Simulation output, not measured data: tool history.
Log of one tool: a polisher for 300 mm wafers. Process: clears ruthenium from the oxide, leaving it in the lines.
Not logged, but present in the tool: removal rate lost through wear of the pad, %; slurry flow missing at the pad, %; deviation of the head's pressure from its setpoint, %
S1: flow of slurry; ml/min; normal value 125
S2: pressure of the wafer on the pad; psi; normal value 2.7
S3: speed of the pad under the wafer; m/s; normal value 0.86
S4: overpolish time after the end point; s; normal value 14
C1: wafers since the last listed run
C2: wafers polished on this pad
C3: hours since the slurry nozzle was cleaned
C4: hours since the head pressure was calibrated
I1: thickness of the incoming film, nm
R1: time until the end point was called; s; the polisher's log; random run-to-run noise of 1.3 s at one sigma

run,day,S1,S2,S3,S4,C1,C2,C3,C4,I1,R1
1,0.000,125,2.7,0.76,8,0,1380,329.5,436.8,98.6,84.8
2,2.104,125,2.7,0.76,8,506,1886,380.0,487.3,101.1,85.8
3,4.958,125,2.7,0.76,8,686,2572,448.5,555.8,100.0,84.2
4,6.788,90,2.7,0.76,14,439,3012,492.4,599.7,99.3,91.7
5,10.904,135,2.0,0.86,14,990,4003,591.2,698.5,101.6,106.0
# day 11.533: head pressure recalibrated
6,12.538,135,2.0,0.86,14,372,4375,630.4,24.1,98.8,106.5
# day 14.983: slurry nozzle cleaned
7,15.471,135,2.0,0.86,14,695,5071,11.7,94.5,100.9,99.9
# day 17.700: worn pad replaced by a new one
8,18.621,125,2.7,0.86,11,717,221,87.3,170.1,98.7,72.3
9,20.833,125,2.7,0.86,11,532,754,140.4,223.2,99.8,74.3
10,24.671,125,2.7,0.86,14,922,1676,232.5,315.3,99.5,77.8
11,26.592,125,2.7,0.86,14,461,2138,278.6,361.4,98.8,77.7
12,28.442,125,2.7,0.86,14,444,2583,323.0,405.8,101.5,78.3
13,32.146,125,2.7,0.86,14,890,3474,411.9,494.7,100.1,78.2
14,35.983,125,2.7,0.86,14,922,4397,504.0,586.8,101.4,79.2
15,39.050,125,3.5,1.14,14,737,5135,577.6,660.4,100.6,45.1
# day 39.192: head pressure recalibrated
# day 41.358: slurry nozzle cleaned
16,42.462,85,3.1,1.04,10,790,5926,26.5,78.5,99.6,55.8
# day 44.096: worn pad replaced by a new one
17,45.588,85,2.7,0.86,14,711,358,101.5,153.5,100.2,80.2
18,50.004,125,2.7,0.86,20,1062,1421,207.5,259.5,100.8,76.2
19,52.338,125,2.7,0.64,6,561,1982,263.5,315.5,100.1,100.5
20,56.371,125,2.7,0.86,14,970,2952,360.3,412.3,98.9,77.2
21,58.112,125,3.3,0.86,18,418,3371,402.1,454.1,100.7,64.0
22,59.875,125,3.2,0.66,8,423,3795,444.4,496.4,101.0,87.0
23,63.942,135,2.7,0.86,8,978,4773,542.0,594.0,100.2,78.0
# day 65.750: slurry nozzle cleaned
24,67.600,125,2.7,0.86,14,869,5643,44.4,681.8,99.1,73.4
# day 69.392: worn pad replaced by a new one
25,69.412,125,2.7,1.00,14,395,5,87.9,725.3,100.3,65.3
# day 70.646: head pressure recalibrated
26,70.817,125,3.0,0.86,14,317,322,121.6,4.1,101.1,65.6
27,73.088,145,2.7,0.86,18,546,868,176.1,58.6,99.8,74.6
28,75.017,125,2.7,0.86,14,463,1332,222.4,104.9,98.6,73.9
29,78.796,95,3.3,0.86,14,908,2241,313.1,195.6,99.1,64.4
30,82.817,145,2.7,0.86,14,967,3208,409.6,292.1,100.0,74.1

Estimate the outcome of run 31 from the log above:
31,86.312,170,1.9,1.12,14,840,4049,493.5,376.0,99.0,?

For run 31 the tool returned R1 80.6 s.
Take away the tool's hidden state, keep the run-to-run variation as it was, and the same run would have given R1 78.4 s.
